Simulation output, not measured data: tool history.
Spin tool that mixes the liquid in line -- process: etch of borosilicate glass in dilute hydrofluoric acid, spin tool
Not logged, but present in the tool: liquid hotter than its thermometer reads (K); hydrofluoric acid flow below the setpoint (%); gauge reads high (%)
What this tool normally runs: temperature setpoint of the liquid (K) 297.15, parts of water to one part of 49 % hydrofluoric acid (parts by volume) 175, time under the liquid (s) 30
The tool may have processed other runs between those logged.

run	hour	temperature setpoint of the liquid (K)	parts of water to one part of 49 % hydrofluoric acid (parts by volume)	time under the liquid (s)	wafers since the last listed run	hours since the thermometer was replaced	hours since the hydrofluoric acid flow meter was replaced	hours since the gauge calibration	read-back film thickness of the borosilicate glass reference wafer, read on the same gauge (nm)	thickness taken off the borosilicate glass on a monitor wafer (Å)
1	0	297.15	235	30	0	1874.4	1400.3	198.4	110	35.7
# hour 0.2: gauge calibrated
2	7.7	297.15	175	30	171	1882.1	1408	7.5	110.02	51.9
3	23.5	297.15	175	30	352	1897.9	1423.8	23.3	110	51.5
4	36.3	297.15	175	30	285	1910.7	1436.6	36.1	110	51.7
5	42.5	297.15	175	25	138	1916.9	1442.8	42.3	110	43.1
6	66.5	297.15	175	25	535	1940.9	1466.8	66.3	110	43
7	76.9	299.15	175	40	232	1951.3	1477.2	76.7	110	74.3
8	93.6	299.15	175	40	372	1968	1493.9	93.4	109.98	73.9
9	104.3	299.15	175	40	238	1978.7	1504.6	104.1	110	74.3
10	121.1	297.15	175	30	375	1995.5	1521.4	120.9	110.02	51.4
11	129.4	297.15	175	30	185	2003.8	1529.7	129.2	110.01	51.3
12	141.8	302.15	175	30	276	2016.2	1542.1	141.6	110.01	61.1
13	152.4	297.15	245	30	236	2026.8	1552.7	152.2	109.99	33.7
# hour 195.3: hydrofluoric acid flow meter replaced
14	200	297.15	200	15	1040	2074.4	4.7	199.8	110	24.4
15	214.7	295.15	255	25	328	2089.1	19.4	214.5	109.99	28
# hour 220.1: gauge calibrated
16	224.1	293.15	175	30	209	2098.5	28.8	4	110.01	48.9
# hour 227.6: thermometer replaced
17	230.5	297.15	175	30	120	2.9	35.2	10.4	110	57.4
18	244.2	297.15	175	30	305	16.6	48.9	24.1	109.99	57.2
19	253.6	301.15	95	50	209	26	58.3	33.5	110	226.5
20	270.7	300.65	225	30	381	43.1	75.4	50.6	110	47.5
21	277.7	299.65	175	25	156	50.1	82.4	57.6	109.99	52.4
22	295.1	300.65	175	30	388	67.5	99.8	75	109.99	65.1
23	306.2	299.65	175	40	247	78.6	110.9	86.1	110.01	83.7

The tool's hidden state at each run:
liquid hotter than its thermometer reads (K): 0 on each run
gauge reads high (%): 0 on each run
H1: hydrofluoric acid flow below the setpoint (%)
run	H1
1	8.69
2	8.74
3	8.83
4	8.91
5	8.95
6	9.09
7	9.15
8	9.25
9	9.32
10	9.42
11	9.47
12	9.54
13	9.61
14	0.409
15	0.498
16	0.554
17	0.592
18	0.675
19	0.731
20	0.834
21	0.876
22	0.98
23	1.05

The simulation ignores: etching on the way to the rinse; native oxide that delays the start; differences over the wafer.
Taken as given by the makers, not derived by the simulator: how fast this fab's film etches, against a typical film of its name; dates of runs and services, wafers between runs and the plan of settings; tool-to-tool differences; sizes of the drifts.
